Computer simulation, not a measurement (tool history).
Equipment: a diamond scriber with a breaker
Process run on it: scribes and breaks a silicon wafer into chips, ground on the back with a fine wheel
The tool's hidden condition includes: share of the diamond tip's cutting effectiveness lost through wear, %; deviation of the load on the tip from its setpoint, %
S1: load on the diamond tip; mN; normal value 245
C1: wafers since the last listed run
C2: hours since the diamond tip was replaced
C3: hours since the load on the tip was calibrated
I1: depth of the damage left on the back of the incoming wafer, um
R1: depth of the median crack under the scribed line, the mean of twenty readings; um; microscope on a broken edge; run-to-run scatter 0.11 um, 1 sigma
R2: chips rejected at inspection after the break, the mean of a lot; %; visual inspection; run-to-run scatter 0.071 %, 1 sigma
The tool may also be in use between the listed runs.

run     day   S1   C1     C2      C3    I1     R1     R2
  1   0.000  245    0    9.3   352.3  2.63   8.57   3.63
  2   2.967  245  296   80.5   423.5  2.23   8.62   2.55
  3   5.767  245  279  147.7   490.7  2.66   8.60   3.53
  4   7.308  245  153  184.7   527.7  2.58   8.66   3.70
  5   9.429  245  211  235.6   578.6  2.77   8.53   4.16
  6  10.567  270  113  262.9   605.9  2.87   9.27   4.04
  7  13.483  270  291  332.9   675.9  2.54   9.27   2.99
  8  15.546  270  205  382.4   725.4  2.75   9.07   3.69
  9  18.342  245  279  449.5   792.5  2.07   8.53   2.64
 10  19.733  245  138  482.9   825.9  2.55   8.41   3.97
 11  22.354  217  261  545.8   888.8  2.25   7.51   8.78
 12  24.150  245  179  588.9   931.9  2.82   8.19   5.70
 13  26.629  245  247  648.4   991.4  1.93   8.32   3.21
 14  28.983  245  235  704.9  1047.9  1.96   8.08   3.33
     29.188  -- diamond tip replaced by a new one
 15  30.162  245  109   23.4  1076.2  2.00   8.11   3.50
 16  33.158  245  299   95.3  1148.1  2.16   7.95   4.54
 17  35.029  196  186  140.2  1193.0  2.52   6.61  21.91
 18  37.350  245  231  195.9  1248.7  2.15   7.73   5.68
     38.788  -- load on the tip recalibrated
 19  38.846  292  141  231.8     1.4  2.50  10.28   6.97
 20  40.638  284  178  274.8    44.4  2.19  10.29   5.41
 21  42.208  198  156  312.5    82.1  2.59   7.49   9.91
 22  44.546  172  233  368.6   138.2  2.06   6.67  19.41
 23  46.367  285  181  412.3   181.9  2.15  10.24   5.49
 24  47.779  222  141  446.2   215.8  2.41   8.25   4.17
 25  50.012  277  222  499.8   269.4  2.05   9.91   3.86
 26  51.162  286  114  527.4   297.0  1.88  10.31   5.05
     53.825  -- diamond tip replaced by a new one
 27  54.004  274  275    4.3   365.2  1.85   9.72   3.31
 28  56.092  245  208   54.4   415.3  2.90   8.68   3.92
 29  57.217  205  112   81.4   442.3  2.87   7.52  10.34
 30  59.350  197  213  132.6   493.5  1.56   7.13   8.07
 31  61.067  317  171  173.8   534.7  1.71  10.85   9.62
 32  67.400  300  632  325.8   686.7  1.80  10.35   5.67
 33  70.329  245  292  396.1   757.0  1.52   8.69   1.30
 34  73.325  265  299  468.0   828.9  1.67   9.39   1.53
 35  76.012  245  268  532.5   893.4  1.74   8.65   1.82
 36  80.992  245  497  652.0  1012.9  2.40   8.38   3.57
 37  82.362  245  136  684.9  1045.8  2.11   8.45   2.88
     83.167  -- diamond tip replaced by a new one
 38  85.042  223  259   45.0  1110.1  1.66   7.54   5.95
 39  86.142  245  109   71.4  1136.5  2.78   8.34   5.73
 40  88.275  295  213  122.6  1187.7  1.98   9.44   2.42
 41  89.433  306  115  150.4  1215.5  2.74   9.65   4.86
 42  91.829  245  239  207.9  1273.0  2.35   8.11   5.08

List, for all runs, the conditions of the tool that the log does not record:
share of the diamond tip's cutting effectiveness lost through wear, %: 0 in every run
H1: deviation of the load on the tip from its setpoint, %
run      H1
  1    -1.9
  2   -2.33
  3   -2.81
  4    -3.1
  5   -3.54
  6   -3.79
  7   -4.48
  8   -5.02
  9   -5.81
 10   -6.23
 11   -7.07
 12   -7.68
 13   -8.56
 14   -9.46
 15   -9.93
 16   -11.2
 17     -12
 18     -13
 19    1.93
 20    1.91
 21    1.87
 22    1.78
 23    1.67
 24    1.56
 25    1.36
 26    1.24
 27   0.891
 28   0.587
 29   0.408
 30  0.0358
 31  -0.293
 32   -1.73
 33   -2.52
 34   -3.41
 35   -4.27
 36   -6.04
 37   -6.56
 38   -7.64
 39    -8.1
 40   -9.02
 41   -9.54
 42   -10.6

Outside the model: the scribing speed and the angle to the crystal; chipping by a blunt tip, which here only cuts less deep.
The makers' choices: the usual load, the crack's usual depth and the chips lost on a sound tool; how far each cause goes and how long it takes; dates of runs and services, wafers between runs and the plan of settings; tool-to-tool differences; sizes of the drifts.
